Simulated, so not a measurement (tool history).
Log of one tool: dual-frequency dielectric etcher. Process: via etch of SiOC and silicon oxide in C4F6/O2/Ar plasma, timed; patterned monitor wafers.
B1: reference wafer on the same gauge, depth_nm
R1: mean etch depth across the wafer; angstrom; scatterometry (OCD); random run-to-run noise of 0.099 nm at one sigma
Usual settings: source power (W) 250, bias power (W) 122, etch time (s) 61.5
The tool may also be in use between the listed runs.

run 1 hour=0 | source_power_(W)=250 bias_power_(W)=144 etch_time_(s)=67 | B1=46.2 | R1=549
run 2 hour=8.6 | source_power_(W)=250 bias_power_(W)=122 etch_time_(s)=72.5 | B1=46.2 | R1=568
run 3 hour=19.7 | source_power_(W)=250 bias_power_(W)=122 etch_time_(s)=72.5 | B1=46.2 | R1=569
-- hour=20.4 gauge calibrated
run 4 hour=33.9 | source_power_(W)=250 bias_power_(W)=122 etch_time_(s)=61.5 | B1=46.2 | R1=481
-- hour=70.1 wet clean of the chamber
run 5 hour=70.6 | source_power_(W)=250 bias_power_(W)=122 etch_time_(s)=61.5 | B1=46.2 | R1=485
run 6 hour=70.9 | source_power_(W)=250 bias_power_(W)=122 etch_time_(s)=61.5 | B1=46.2 | R1=486
run 7 hour=76.3 | source_power_(W)=250 bias_power_(W)=122 etch_time_(s)=61.5 | B1=46.2 | R1=485
run 8 hour=89.1 | source_power_(W)=250 bias_power_(W)=122 etch_time_(s)=56.5 | B1=46.2 | R1=446
run 9 hour=99.9 | source_power_(W)=250 bias_power_(W)=122 etch_time_(s)=56.5 | B1=46.2 | R1=447
run 10 hour=109.4 | source_power_(W)=250 bias_power_(W)=122 etch_time_(s)=56.5 | B1=46.2 | R1=445
run 11 hour=123.5 | source_power_(W)=250 bias_power_(W)=110 etch_time_(s)=61.5 | B1=46.2 | R1=473
-- hour=157.9 upper electrode replaced
run 12 hour=158.4 | source_power_(W)=250 bias_power_(W)=102 etch_time_(s)=44.5 | B1=46.2 | R1=336
run 13 hour=158.7 | source_power_(W)=250 bias_power_(W)=95 etch_time_(s)=61.5 | B1=46.2 | R1=456
run 14 hour=172.1 | source_power_(W)=250 bias_power_(W)=122 etch_time_(s)=46 | B1=46.2 | R1=362
-- hour=176.3 bias power generator calibrated
run 15 hour=182 | source_power_(W)=220 bias_power_(W)=122 etch_time_(s)=61.5 | B1=46.2 | R1=467
run 16 hour=195.8 | source_power_(W)=250 bias_power_(W)=122 etch_time_(s)=61.5 | B1=46.2 | R1=485
run 17 hour=203.8 | source_power_(W)=250 bias_power_(W)=122 etch_time_(s)=61.5 | B1=46.2 | R1=484
run 18 hour=214 | source_power_(W)=290 bias_power_(W)=104 etch_time_(s)=52 | B1=46.2 | R1=414
run 19 hour=227.2 | source_power_(W)=250 bias_power_(W)=110 etch_time_(s)=71.5 | B1=46.2 | R1=547
run 20 hour=238.4 | source_power_(W)=300 bias_power_(W)=148 etch_time_(s)=71 | B1=46.2 | R1=622
-- hour=243.9 source power generator calibrated
run 21 hour=253.7 | source_power_(W)=250 bias_power_(W)=122 etch_time_(s)=61.5 | B1=46.2 | R1=486
run 22 hour=261.6 | source_power_(W)=250 bias_power_(W)=130 etch_time_(s)=61.5 | B1=46.2 | R1=489
run 23 hour=278.2 | source_power_(W)=270 bias_power_(W)=94 etch_time_(s)=44.5 | B1=46.2 | R1=335
run 24 hour=290 | source_power_(W)=250 bias_power_(W)=122 etch_time_(s)=61.5 | B1=46.2 | R1=483
run 25 hour=298.5 | source_power_(W)=250 bias_power_(W)=122 etch_time_(s)=61.5 | B1=46.2 | R1=484
run 26 hour=313.6 | source_power_(W)=220 bias_power_(W)=101 etch_time_(s)=50.5 | B1=46.2 | R1=365
run 27 hour=321.3 | source_power_(W)=250 bias_power_(W)=111 etch_time_(s)=61.5 | B1=46.2 | R1=472
run 28 hour=329.5 | source_power_(W)=250 bias_power_(W)=122 etch_time_(s)=61.5 | B1=46.2 | R1=482
run 29 hour=348.3 | source_power_(W)=250 bias_power_(W)=133 etch_time_(s)=68.5 | B1=46.2 | R1=549
run 30 hour=356.7 | source_power_(W)=300 bias_power_(W)=132 etch_time_(s)=75 | B1=46.2 | R1=635
run 31 hour=363.7 | source_power_(W)=190 bias_power_(W)=122 etch_time_(s)=72.5 | B1=46.2 | R1=525

3 ways to go on from here, each from the tool as it stands after run 31. What would each give?
run A hour=364.1 | source_power_(W)=250 bias_power_(W)=122 etch_time_(s)=61.5 | B1=? | R1=?
run B hour=364.1 | source_power_(W)=300 bias_power_(W)=102 etch_time_(s)=51 | B1=? | R1=?
run C hour=364.1 | source_power_(W)=280 bias_power_(W)=107 etch_time_(s)=72.5 | B1=? | R1=?

run=A B1=46.2 R1=483
run=B B1=46.2 R1=406
run=C B1=46.2 R1=571
With no hidden state in the tool, these same runs would have given:
run=A R1=487
run=B R1=409
run=C R1=575
